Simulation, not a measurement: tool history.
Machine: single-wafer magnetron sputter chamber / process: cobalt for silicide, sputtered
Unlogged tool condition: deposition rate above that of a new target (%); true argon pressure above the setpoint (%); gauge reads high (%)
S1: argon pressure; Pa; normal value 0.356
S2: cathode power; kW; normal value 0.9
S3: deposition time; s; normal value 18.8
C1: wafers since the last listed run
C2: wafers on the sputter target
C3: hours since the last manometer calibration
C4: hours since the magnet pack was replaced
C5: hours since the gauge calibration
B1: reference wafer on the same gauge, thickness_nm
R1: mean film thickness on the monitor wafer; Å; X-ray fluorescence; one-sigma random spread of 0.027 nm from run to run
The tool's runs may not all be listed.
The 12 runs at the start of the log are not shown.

| run | hour | S1 | S2 | S3 | C1 | C2 | C3 | C4 | C5 | B1 | R1 |
|---|---|---|---|---|---|---|---|---|---|---|---|
| 13 | 543.8 | 0.308 | 0.9 | 21.1 | 1504 | 1932 | 2275.8 | 5367.1 | 1886.2 | 7.303 | 94.77 |
|  | 555.6 | capacitance manometer re-zeroed and calibrated |
| 14 | 589.9 | 0.306 | 0.9 | 18.8 | 850 | 2782 | 34.3 | 5413.2 | 1932.3 | 7.307 | 85.77 |
|  | 599.8 | gauge calibrated |
| 15 | 653.3 | 0.356 | 0.9 | 18.8 | 1414 | 4197 | 97.7 | 5476.6 | 53.5 | 7.313 | 82.71 |
|  | 713.1 | magnet pack replaced |
| 16 | 714.5 | 0.356 | 0.9 | 18.8 | 1187 | 5384 | 158.9 | 1.4 | 114.7 | 7.314 | 82.39 |
| 17 | 769.2 | 0.356 | 0.9 | 18.8 | 1220 | 6605 | 213.6 | 56.1 | 169.4 | 7.31 | 81.75 |
| 18 | 809 | 0.287 | 0.7 | 18.8 | 888 | 7493 | 253.4 | 95.9 | 209.2 | 7.312 | 65.82 |
|  | 876.1 | sputter target and shields replaced |
| 19 | 880.8 | 0.356 | 0.9 | 22.5 | 1423 | 104 | 325.2 | 167.7 | 281 | 7.314 | 99.65 |
| 20 | 905.8 | 0.356 | 0.9 | 17 | 557 | 662 | 350.2 | 192.7 | 306 | 7.31 | 75.4 |
| 21 | 948.7 | 0.478 | 1 | 16.1 | 957 | 1619 | 393.1 | 235.6 | 348.9 | 7.313 | 74.25 |
| 22 | 1008.6 | 0.356 | 0.9 | 18.8 | 1336 | 2956 | 453 | 295.5 | 408.8 | 7.31 | 82.71 |
| 23 | 1080.5 | 0.356 | 0.8 | 21.3 | 1604 | 4561 | 524.9 | 367.4 | 480.7 | 7.304 | 83.37 |
| 24 | 1120.9 | 0.356 | 0.9 | 16.1 | 901 | 5462 | 565.3 | 407.8 | 521.1 | 7.311 | 70.29 |
| 25 | 1173.2 | 0.356 | 0.9 | 18.8 | 1167 | 6630 | 617.6 | 460.1 | 573.4 | 7.317 | 81.93 |
|  | 1229.2 | sputter target and shields replaced |
| 26 | 1244 | 0.267 | 0.85 | 22.4 | 1401 | 330 | 688.4 | 530.9 | 644.2 | 7.307 | 97.71 |
| 27 | 1387.2 | 0.465 | 0.7 | 16.5 | 3196 | 3526 | 831.6 | 674.1 | 787.4 | 7.309 | 53.31 |
| 28 | 1451.5 | 0.356 | 0.9 | 18.8 | 1435 | 4961 | 895.9 | 738.4 | 851.7 | 7.306 | 82.16 |
| 29 | 1517.8 | 0.356 | 0.9 | 18.8 | 1479 | 6441 | 962.2 | 804.7 | 918 | 7.309 | 81.76 |
| 30 | 1579.5 | 0.252 | 0.9 | 16.3 | 1377 | 7818 | 1023.9 | 866.4 | 979.7 | 7.307 | 74.23 |
|  | 1621.6 | sputter target and shields replaced |
| 31 | 1632.5 | 0.237 | 1 | 18.8 | 1004 | 243 | 1076.9 | 919.4 | 1032.7 | 7.311 | 98.8 |
| 32 | 1677.2 | 0.356 | 1.05 | 17.6 | 997 | 1240 | 1121.6 | 964.1 | 1077.4 | 7.314 | 91.13 |
| 33 | 1724.2 | 0.495 | 0.7 | 17.8 | 1048 | 2289 | 1168.6 | 1011.1 | 1124.4 | 7.307 | 56.69 |
| 34 | 1753.8 | 0.288 | 1.1 | 20.4 | 660 | 2950 | 1198.2 | 1040.7 | 1154 | 7.314 | 114.4 |
| 35 | 1800.8 | 0.356 | 0.9 | 18.8 | 1048 | 3999 | 1245.2 | 1087.7 | 1201 | 7.307 | 82.29 |
| 36 | 1866.1 | 0.301 | 0.75 | 20.3 | 1457 | 5456 | 1310.5 | 1153 | 1266.3 | 7.307 | 76.42 |

Below are 3 alternative next runs, each starting from the tool's condition after run 36. Predict each:
| A | 1866.5 | 0.356 | 0.7 | 18.8 | 8 | 5465 | 1310.9 | 1153.4 | 1266.7 | ? | ? |
| B | 1866.5 | 0.266 | 0.9 | 20.9 | 8 | 5465 | 1310.9 | 1153.4 | 1266.7 | ? | ? |
| C | 1866.5 | 0.356 | 0.85 | 18.8 | 8 | 5465 | 1310.9 | 1153.4 | 1266.7 | ? | ? |

| run | B1 | R1 |
|---|---|---|
| A | 7.308 | 63.67 |
| B | 7.308 | 95.83 |
| C | 7.308 | 77.32 |
Without the tool's unlogged condition, the same runs would have read:
| run | R1 |
|---|---|
| A | 65.27 |
| B | 97.84 |
| C | 79.25 |
